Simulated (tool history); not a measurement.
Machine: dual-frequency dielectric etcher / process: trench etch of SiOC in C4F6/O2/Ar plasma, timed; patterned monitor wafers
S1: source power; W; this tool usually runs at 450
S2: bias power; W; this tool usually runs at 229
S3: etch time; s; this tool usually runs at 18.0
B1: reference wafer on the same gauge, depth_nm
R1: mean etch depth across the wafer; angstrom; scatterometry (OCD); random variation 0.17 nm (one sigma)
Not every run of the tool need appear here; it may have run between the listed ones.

Run 1, day 0.000: usual settings; B1 33.08. Result: R1 403.5 angstrom.
Run 2, day 0.279: usual settings; B1 33.12. Result: R1 403.9 angstrom.
Run 3, day 0.742: usual settings but S2 253 W; B1 33.11. Result: R1 417.2 angstrom.
Run 4, day 1.179: usual settings; B1 33.09. Result: R1 403.6 angstrom.
Run 5, day 1.875: usual settings; B1 33.11. Result: R1 399.9 angstrom.
Run 6, day 2.517: usual settings but S1 380 W; B1 33.13. Result: R1 361.2 angstrom.
Run 7, day 3.004: usual settings but S1 380 W; B1 33.09. Result: R1 360.0 angstrom.
Run 8, day 3.471: usual settings; B1 33.09. Result: R1 404.4 angstrom.
Run 9, day 4.029: usual settings; B1 33.09. Result: R1 401.1 angstrom.
Run 10, day 4.333: usual settings but S1 410 W, S3 23.5 s; B1 33.08. Result: R1 496.0 angstrom.
At day 4.688: bias power generator calibrated.
Run 11, day 4.708: usual settings; B1 33.12. Result: R1 401.2 angstrom.
Run 12, day 6.004: usual settings but S2 267 W, S3 13.5 s; B1 33.08. Result: R1 319.6 angstrom.
Run 13, day 6.408: usual settings but S1 510 W; B1 33.11. Result: R1 429.3 angstrom.
Run 14, day 6.679: usual settings; B1 33.11. Result: R1 398.7 angstrom.
At day 6.833: gauge calibrated.
Run 15, day 6.942: usual settings but S1 550 W; B1 33.09. Result: R1 450.5 angstrom.
Run 16, day 7.517: usual settings but S3 12.5 s; B1 33.07. Result: R1 277.8 angstrom.
Run 17, day 8.012: usual settings; B1 33.14. Result: R1 400.2 angstrom.
Run 18, day 8.658: usual settings but S2 286 W, S3 14.5 s; B1 33.09. Result: R1 354.7 angstrom.
Run 19, day 9.738: usual settings but S3 21.0 s; B1 33.13. Result: R1 468.7 angstrom.
Run 20, day 10.092: usual settings; B1 33.09. Result: R1 397.3 angstrom.
At day 10.583: source power generator calibrated.
Run 21, day 10.612: usual settings; B1 33.10. Result: R1 398.1 angstrom.
Run 22, day 11.342: usual settings but S2 266 W; B1 33.12. Result: R1 422.5 angstrom.
Run 23, day 11.988: usual settings but S2 267 W, S3 13.5 s; B1 33.11. Result: R1 318.3 angstrom.
Run 24, day 12.467: usual settings but S1 560 W, S2 182 W, S3 13.0 s; B1 33.11. Result: R1 295.8 angstrom.
Run 25, day 13.025: usual settings but S2 286 W, S3 14.5 s; B1 33.13. Result: R1 351.9 angstrom.
Run 26, day 13.750: usual settings but S1 370 W, S2 252 W, S3 21.0 s; B1 33.09. Result: R1 426.6 angstrom.
Run 27, day 14.262: usual settings but S1 540 W, S2 184 W; B1 33.08. Result: R1 404.0 angstrom.
Run 28, day 14.892: usual settings but S1 540 W, S2 274 W, S3 14.5 s; B1 33.10. Result: R1 380.7 angstrom.
Run 29, day 15.225: usual settings but S1 370 W, S2 214 W, S3 13.0 s; B1 33.09. Result: R1 244.0 angstrom.
Run 30, day 15.562: usual settings; B1 33.08. Result: R1 398.0 angstrom.
Run 31, day 15.900: usual settings but S1 340 W, S2 262 W, S3 23.0 s; B1 33.11. Result: R1 447.9 angstrom.

Per-run results on a tool with no hidden state, each run keeping its own random variation:
The hidden state here: etch rate over this chamber's usual, %; source power that arrives over what is set, %; bias power that arrives over what is set, %; gauge reads high (%).
run     R1
  1  404.1
  2  404.6
  3  418.1
  4  404.7
  5  401.1
  6  362.6
  7  361.5
  8  406.2
  9  403.1
 10  498.6
 11  403.5
 12  321.7
 13  432.3
 14  401.5
 15  453.8
 16  280.0
 17  403.5
 18  357.9
 19  473.3
 20  401.3
 21  402.4
 22  427.3
 23  322.1
 24  299.4
 25  356.4
 26  432.3
 27  409.5
 28  386.2
 29  247.6
 30  404.0
 31  454.7
